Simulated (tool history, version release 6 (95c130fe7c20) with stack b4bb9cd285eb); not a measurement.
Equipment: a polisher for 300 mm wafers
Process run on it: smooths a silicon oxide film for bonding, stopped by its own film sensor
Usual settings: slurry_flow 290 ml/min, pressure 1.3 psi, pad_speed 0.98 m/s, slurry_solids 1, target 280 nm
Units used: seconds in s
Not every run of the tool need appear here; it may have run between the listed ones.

run,hour,slurry_flow,pressure,pad_speed,slurry_solids,target,"incoming thickness of the incoming film, nm",seconds
1,0,290,1.3,1.16,1,280,340.5,98.7
2,15.1,290,1.3,1.16,1,280,339,96.1
# hour 20.5: head pressure recalibrated
3,47.8,290,1.3,1.16,1,280,344.7,108.5
4,68.4,290,1.3,0.98,1,280,343.7,120.5
5,93.2,290,1.3,0.9,1,280,339.7,116.9
# hour 106.9: worn pad replaced by a new one
6,108.6,290,1.3,0.9,1,280,344.2,129.8
7,131.1,220,1.1,0.98,0.75,280,340.7,158.5
8,153.5,340,1,0.98,0.9,266,340.2,182.8
9,172.1,290,1.3,0.98,1,280,337.5,109.5
10,198.1,290,1.3,1.14,1,280,337.8,97.4
# hour 213.8: slurry blender recalibrated
11,224.8,290,1.5,0.98,0.7,289,342.4,106.6
12,254.4,290,1.3,0.98,0.7,300,345.1,99.9
13,271.7,290,1.3,0.98,1,280,339.5,112.3
14,287.2,290,1.3,0.98,1,280,338.7,109.1
# hour 311.3: slurry nozzle cleaned
15,315.7,290,1.3,0.98,1,280,339.6,105.8
# hour 334.5: worn pad replaced by a new one
16,344.7,290,1.5,0.98,1,280,337.2,90.2
17,373.2,330,1.5,0.98,1.2,269,335.9,94.2
18,398.9,245,1.3,0.98,1,291,342.8,93.6
19,422.3,290,1.3,0.68,1,280,338.5,132
20,444.4,290,1.3,0.98,0.75,266,335,140.2
21,471.5,290,1.3,0.98,1,280,334.5,97.8
22,498.6,290,1.3,0.98,1,280,338.6,105.1
23,518.6,290,1.3,0.98,1,280,337.3,103.9
# hour 541: worn pad replaced by a new one
24,541.5,235,1.1,0.98,1,280,337.8,123.9
25,555.2,200,1.5,0.76,1,263,340.8,153
26,585,290,1.3,0.98,1,280,339.4,105.8
27,601.2,320,1.3,1.16,1.25,280,340.4,86.4
28,629.3,235,1.3,1.14,1,280,333.5,91.1
29,652.4,290,1.3,0.98,1,274,343.2,126.9

Each row is a separate what-if for the run after 29, all from the same tool condition, not one after another. Results?
A,652.9,290,1.2,0.98,1,280,337.6,?
B,652.9,245,0.9,0.98,1.2,265,337.6,?
C,652.9,225,1.3,1.22,1.2,269,337.6,?
D,652.9,190,0.9,0.98,1,280,337.6,?
E,652.9,290,1.7,1.24,1,280,337.6,?

run,seconds
A,112.9
B,173.5
C,102.7
D,156
E,69.7
With the hidden condition removed and each run's random variation left untouched, the same runs would have given:
run,seconds
A,108.6
B,165.7
C,97.7
D,147.2
E,67

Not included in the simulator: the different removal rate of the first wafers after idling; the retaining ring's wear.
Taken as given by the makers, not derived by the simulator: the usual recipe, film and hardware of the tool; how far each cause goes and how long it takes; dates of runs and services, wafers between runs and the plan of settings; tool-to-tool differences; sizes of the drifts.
